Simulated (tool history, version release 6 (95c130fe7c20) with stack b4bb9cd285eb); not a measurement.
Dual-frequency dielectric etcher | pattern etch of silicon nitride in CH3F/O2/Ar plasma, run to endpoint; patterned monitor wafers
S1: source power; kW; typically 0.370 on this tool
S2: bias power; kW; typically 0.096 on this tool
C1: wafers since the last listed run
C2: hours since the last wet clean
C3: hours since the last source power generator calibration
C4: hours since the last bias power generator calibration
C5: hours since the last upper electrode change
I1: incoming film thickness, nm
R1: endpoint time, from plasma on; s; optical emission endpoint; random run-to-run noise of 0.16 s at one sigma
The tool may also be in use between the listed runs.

run 1 hour=0.0 | S1=0.370 S2=0.096 | C1=0 C2=302.2 C3=1949.1 C4=3747.8 C5=3718.3 | I1=31.33 | R1=43.6
run 2 hour=41.4 | S1=0.370 S2=0.096 | C1=618 C2=343.6 C3=1990.5 C4=3789.2 C5=3759.7 | I1=31.49 | R1=43.9
run 3 hour=76.1 | S1=0.370 S2=0.096 | C1=518 C2=378.3 C3=2025.2 C4=3823.9 C5=3794.4 | I1=31.72 | R1=44.0
run 4 hour=114.6 | S1=0.370 S2=0.096 | C1=574 C2=416.8 C3=2063.7 C4=3862.4 C5=3832.9 | I1=31.57 | R1=43.6
run 5 hour=146.5 | S1=0.320 S2=0.096 | C1=476 C2=448.7 C3=2095.6 C4=3894.3 C5=3864.8 | I1=31.33 | R1=47.4
run 6 hour=207.2 | S1=0.370 S2=0.096 | C1=906 C2=509.4 C3=2156.3 C4=3955.0 C5=3925.5 | I1=31.50 | R1=43.5
run 7 hour=258.0 | S1=0.370 S2=0.096 | C1=758 C2=560.2 C3=2207.1 C4=4005.8 C5=3976.3 | I1=31.64 | R1=43.9
run 8 hour=307.4 | S1=0.370 S2=0.096 | C1=737 C2=609.6 C3=2256.5 C4=4055.2 C5=4025.7 | I1=31.41 | R1=43.4
-- hour=339.8 wet clean of the chamber
run 9 hour=349.9 | S1=0.370 S2=0.096 | C1=276 C2=10.1 C3=2299.0 C4=4097.7 C5=4068.2 | I1=32.00 | R1=44.4
run 10 hour=407.4 | S1=0.370 S2=0.096 | C1=858 C2=67.6 C3=2356.5 C4=4155.2 C5=4125.7 | I1=31.68 | R1=44.0
run 11 hour=467.6 | S1=0.370 S2=0.096 | C1=898 C2=127.8 C3=2416.7 C4=4215.4 C5=4185.9 | I1=31.36 | R1=43.4
-- hour=503.5 bias power generator calibrated
run 12 hour=513.2 | S1=0.370 S2=0.096 | C1=621 C2=173.4 C3=2462.3 C4=9.7 C5=4231.5 | I1=31.67 | R1=42.0
run 13 hour=560.4 | S1=0.370 S2=0.096 | C1=704 C2=220.6 C3=2509.5 C4=56.9 C5=4278.7 | I1=31.38 | R1=41.6
run 14 hour=629.6 | S1=0.370 S2=0.088 | C1=1033 C2=289.8 C3=2578.7 C4=126.1 C5=4347.9 | I1=31.47 | R1=43.9
run 15 hour=656.5 | S1=0.320 S2=0.113 | C1=401 C2=316.7 C3=2605.6 C4=153.0 C5=4374.8 | I1=31.71 | R1=41.7
-- hour=696.5 source power generator calibrated
run 16 hour=717.8 | S1=0.370 S2=0.109 | C1=855 C2=378.0 C3=21.3 C4=214.3 C5=4436.1 | I1=32.02 | R1=40.5
run 17 hour=778.4 | S1=0.440 S2=0.096 | C1=904 C2=438.6 C3=81.9 C4=274.9 C5=4496.7 | I1=31.48 | R1=38.7
run 18 hour=846.0 | S1=0.370 S2=0.096 | C1=1009 C2=506.2 C3=149.5 C4=342.5 C5=4564.3 | I1=31.90 | R1=43.8
run 19 hour=874.8 | S1=0.410 S2=0.082 | C1=430 C2=535.0 C3=178.3 C4=371.3 C5=4593.1 | I1=32.07 | R1=45.1
-- hour=944.1 wet clean of the chamber
run 20 hour=944.6 | S1=0.290 S2=0.106 | C1=683 C2=0.5 C3=248.1 C4=441.1 C5=4662.9 | I1=31.62 | R1=47.7
run 21 hour=957.0 | S1=0.340 S2=0.108 | C1=185 C2=12.9 C3=260.5 C4=453.5 C5=4675.3 | I1=31.70 | R1=42.6
run 22 hour=984.2 | S1=0.300 S2=0.096 | C1=406 C2=40.1 C3=287.7 C4=480.7 C5=4702.5 | I1=31.86 | R1=49.9
run 23 hour=1011.5 | S1=0.300 S2=0.074 | C1=407 C2=67.4 C3=315.0 C4=508.0 C5=4729.8 | I1=31.69 | R1=58.3
-- hour=1059.8 upper electrode replaced
run 24 hour=1079.9 | S1=0.370 S2=0.085 | C1=662 C2=135.8 C3=383.4 C4=576.4 C5=20.1 | I1=31.51 | R1=46.4
run 25 hour=1150.1 | S1=0.420 S2=0.074 | C1=1048 C2=206.0 C3=453.6 C4=646.6 C5=90.3 | I1=31.67 | R1=47.1
run 26 hour=1217.3 | S1=0.410 S2=0.102 | C1=1003 C2=273.2 C3=520.8 C4=713.8 C5=157.5 | I1=31.67 | R1=39.4
run 27 hour=1243.6 | S1=0.300 S2=0.085 | C1=392 C2=299.5 C3=547.1 C4=740.1 C5=183.8 | I1=31.57 | R1=53.4
run 28 hour=1271.4 | S1=0.430 S2=0.105 | C1=415 C2=327.3 C3=574.9 C4=767.9 C5=211.6 | I1=31.41 | R1=37.7
run 29 hour=1331.7 | S1=0.410 S2=0.118 | C1=900 C2=387.6 C3=635.2 C4=828.2 C5=271.9 | I1=31.34 | R1=36.1
run 30 hour=1397.3 | S1=0.370 S2=0.096 | C1=979 C2=453.2 C3=700.8 C4=893.8 C5=337.5 | I1=31.40 | R1=43.1
run 31 hour=1464.6 | S1=0.410 S2=0.104 | C1=1004 C2=520.5 C3=768.1 C4=961.1 C5=404.8 | I1=31.73 | R1=39.2
run 32 hour=1491.0 | S1=0.370 S2=0.096 | C1=394 C2=546.9 C3=794.5 C4=987.5 C5=431.2 | I1=31.61 | R1=43.2
-- hour=1540.3 wet clean of the chamber
run 33 hour=1540.8 | S1=0.370 S2=0.109 | C1=385 C2=0.5 C3=844.3 C4=1037.3 C5=481.0 | I1=31.56 | R1=40.3
run 34 hour=1605.0 | S1=0.430 S2=0.118 | C1=958 C2=64.7 C3=908.5 C4=1101.5 C5=545.2 | I1=31.43 | R1=35.3

5 options for the next run, each taken on its own from the tool as it stands now. Forecast them:
run A hour=1605.4 | S1=0.370 S2=0.096 | C1=5 C2=65.1 C3=908.9 C4=1101.9 C5=545.6 | I1=31.63 | R1=?
run B hour=1605.4 | S1=0.440 S2=0.117 | C1=5 C2=65.1 C3=908.9 C4=1101.9 C5=545.6 | I1=31.63 | R1=?
run C hour=1605.4 | S1=0.450 S2=0.112 | C1=5 C2=65.1 C3=908.9 C4=1101.9 C5=545.6 | I1=31.63 | R1=?
run D hour=1605.4 | S1=0.280 S2=0.102 | C1=5 C2=65.1 C3=908.9 C4=1101.9 C5=545.6 | I1=31.63 | R1=?
run E hour=1605.4 | S1=0.430 S2=0.108 | C1=5 C2=65.1 C3=908.9 C4=1101.9 C5=545.6 | I1=31.63 | R1=?

run=A R1=43.2
run=B R1=35.1
run=C R1=35.5
run=D R1=50.1
run=E R1=37.1
The same runs, with their run-to-run variation unchanged, on a tool lacking any hidden condition would have given:
run=A R1=43.3
run=B R1=35.2
run=C R1=35.6
run=D R1=50.2
run=E R1=37.2
